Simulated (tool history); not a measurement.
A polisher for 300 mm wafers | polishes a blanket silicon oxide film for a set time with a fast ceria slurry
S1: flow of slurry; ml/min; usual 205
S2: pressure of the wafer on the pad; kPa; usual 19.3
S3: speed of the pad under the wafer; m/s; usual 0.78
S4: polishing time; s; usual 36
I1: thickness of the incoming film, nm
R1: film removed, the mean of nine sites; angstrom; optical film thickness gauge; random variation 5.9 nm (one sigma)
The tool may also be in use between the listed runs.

run   hour   S1    S2    S3  S4      I1    R1
  1      0  205  16.5  0.78  36  3710.4  5098
  2    8.9  205  16.5  0.78  36  3642.5  5185
  3   19.3  205  16.5  0.78  36  3701.6  5164
  4     31  205  19.3  0.78  36  3646.9  5809
  5   43.6  205  19.3  0.78  36  3707.1  5760
  6   54.9  165  19.3  0.86  36  3701.2  6259
  7   64.9  165  19.3  0.86  36  3671.2  6228
      71.8  -- worn pad replaced by a new one
      76.3  -- head pressure recalibrated
  8   82.3  165  19.3  0.86  36    3649  5730
  9   89.5  205  19.3  0.78  36  3674.3  5536
 10  101.6  230  24.1  1.02  36  3627.1  8683
       103  -- slurry nozzle cleaned
 11  110.9  205  25.5  0.86  36  3643.1  7345
 12  125.7  205  19.3  0.78  36  3729.1  5473
 13  139.6  235  13.1  0.78  26  3666.9  3083
     154.2  -- worn pad replaced by a new one
 14    158  205  19.3  0.78  36  3730.5  5565
 15  166.3  205  19.3  0.52  36  3702.4  3791
 16  182.9  205  15.9  0.78  36  3690.1  4867
 17  191.1  240  19.3  0.78  36  3646.6  5767
 18  198.3  205  19.3  0.78  36  3671.9  5647

Forecast each of these 3 alternatives for the next run:
  A  198.7  205  19.3  0.78  36  3714.7   ?
  B  198.7  205  24.1  0.78  29  3714.7   ?
  C  198.7  250  19.3  0.94  27  3714.7   ?

run    R1
  A  5620
  B  5364
  C  5201
Without the tool's hidden state the same runs would have given:
run    R1
  A  5311
  B  5069
  C  4915
